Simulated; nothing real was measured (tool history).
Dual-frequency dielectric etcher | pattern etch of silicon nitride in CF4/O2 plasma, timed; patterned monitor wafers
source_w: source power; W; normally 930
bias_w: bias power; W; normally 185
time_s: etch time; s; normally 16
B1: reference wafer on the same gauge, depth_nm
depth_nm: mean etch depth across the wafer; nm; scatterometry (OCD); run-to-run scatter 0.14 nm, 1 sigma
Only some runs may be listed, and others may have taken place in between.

Run 1, day 0: usual settings; B1 62.3. Result: depth_nm 54.4 nm.
At day 7.804: wet clean of the chamber.
Run 2, day 12.717: usual settings but time_s 17 s; B1 62.3. Result: depth_nm 57.5 nm.
Run 3, day 14.838: usual settings but time_s 17 s; B1 62.3. Result: depth_nm 57.5 nm.
Run 4, day 25.604: usual settings but time_s 17 s; B1 62.3. Result: depth_nm 57.2 nm.
At day 28: upper electrode replaced.
Run 5, day 28.021: usual settings but time_s 13.5 s; B1 62.3. Result: depth_nm 45.6 nm.
Run 6, day 29.567: usual settings but time_s 13.5 s; B1 62.3. Result: depth_nm 45.4 nm.
At day 33.979: wet clean of the chamber.
Run 7, day 34: usual settings; B1 62.3. Result: depth_nm 53.7 nm.
Run 8, day 35.679: usual settings but bias_w 197 W; B1 62.3. Result: depth_nm 54.5 nm.
Run 9, day 38.854: usual settings but bias_w 197 W; B1 62.3. Result: depth_nm 54.7 nm.
Run 10, day 40.733: usual settings; B1 62.3. Result: depth_nm 53.6 nm.
Run 11, day 42.354: usual settings but bias_w 166 W; B1 62.3. Result: depth_nm 52.2 nm.
Run 12, day 43.862: usual settings but time_s 19.5 s; B1 62.3. Result: depth_nm 65.3 nm.
Run 13, day 48.117: usual settings but time_s 19.5 s; B1 62.3. Result: depth_nm 65.3 nm.
Run 14, day 51.646: usual settings but time_s 17 s; B1 62.3. Result: depth_nm 56.8 nm.
Run 15, day 55.875: usual settings but bias_w 197 W; B1 62.3. Result: depth_nm 54.8 nm.
Run 16, day 58.217: usual settings but source_w 1060 W, time_s 13 s; B1 62.3. Result: depth_nm 48.1 nm.
At day 58.754: bias power generator calibrated.
At day 60.288: wet clean of the chamber.
Run 17, day 60.304: usual settings but source_w 1050 W; B1 62.3. Result: depth_nm 58.9 nm.
At day 61.971: gauge calibrated.
Run 18, day 64.142: usual settings; B1 62.3. Result: depth_nm 53.6 nm.
At day 64.854: source power generator calibrated.
Run 19, day 67.4: usual settings but time_s 20 s; B1 62.3. Result: depth_nm 68.5 nm.
Run 20, day 70.183: usual settings; B1 62.3. Result: depth_nm 54.6 nm.
Run 21, day 74.133: usual settings but source_w 790 W, bias_w 210 W; B1 62.3. Result: depth_nm 50.4 nm.
Run 22, day 78.25: usual settings but bias_w 200 W; B1 62.3. Result: depth_nm 56.2 nm.
At day 81.642: wet clean of the chamber.
Run 23, day 81.9: usual settings but source_w 740 W, bias_w 166 W; B1 62.3. Result: depth_nm 44.8 nm.
Run 24, day 83.808: usual settings; B1 62.3. Result: depth_nm 54.6 nm.
Run 25, day 86.088: usual settings but source_w 700 W, bias_w 154 W; B1 62.3. Result: depth_nm 42.3 nm.
Run 26, day 89.658: usual settings but source_w 1000 W, bias_w 148 W; B1 62.3. Result: depth_nm 54.4 nm.
Run 27, day 92.358: usual settings but bias_w 169 W, time_s 20.5 s; B1 62.4. Result: depth_nm 68.1 nm.
Run 28, day 94.946: usual settings but bias_w 201 W; B1 62.2. Result: depth_nm 55.9 nm.
Run 29, day 98.646: usual settings but source_w 720 W, bias_w 224 W, time_s 13 s; B1 62.3. Result: depth_nm 38.6 nm.
Run 30, day 102.533: usual settings but time_s 14.5 s; B1 62.3. Result: depth_nm 49.3 nm.
Run 31, day 106.954: usual settings; B1 62.3. Result: depth_nm 54.1 nm.

Consider 3 possible next runs. They are alternatives, not a sequence: every one starts from the tool as it was left by run 31. What does each give?
Run A, day 106.971: usual settings; B1 ?. Result: depth_nm ?.
Run B, day 106.971: usual settings but time_s 14 s; B1 ?. Result: depth_nm ?.
Run C, day 106.971: usual settings but source_w 700 W; B1 ?. Result: depth_nm ?.

run    B1  depth_nm
  A  62.3      54.6
  B  62.3      47.8
  C  62.3      44.2
Had the tool no hidden state, the same runs would have come out as:
run  depth_nm
  A      55.2
  B      48.3
  C      44.7

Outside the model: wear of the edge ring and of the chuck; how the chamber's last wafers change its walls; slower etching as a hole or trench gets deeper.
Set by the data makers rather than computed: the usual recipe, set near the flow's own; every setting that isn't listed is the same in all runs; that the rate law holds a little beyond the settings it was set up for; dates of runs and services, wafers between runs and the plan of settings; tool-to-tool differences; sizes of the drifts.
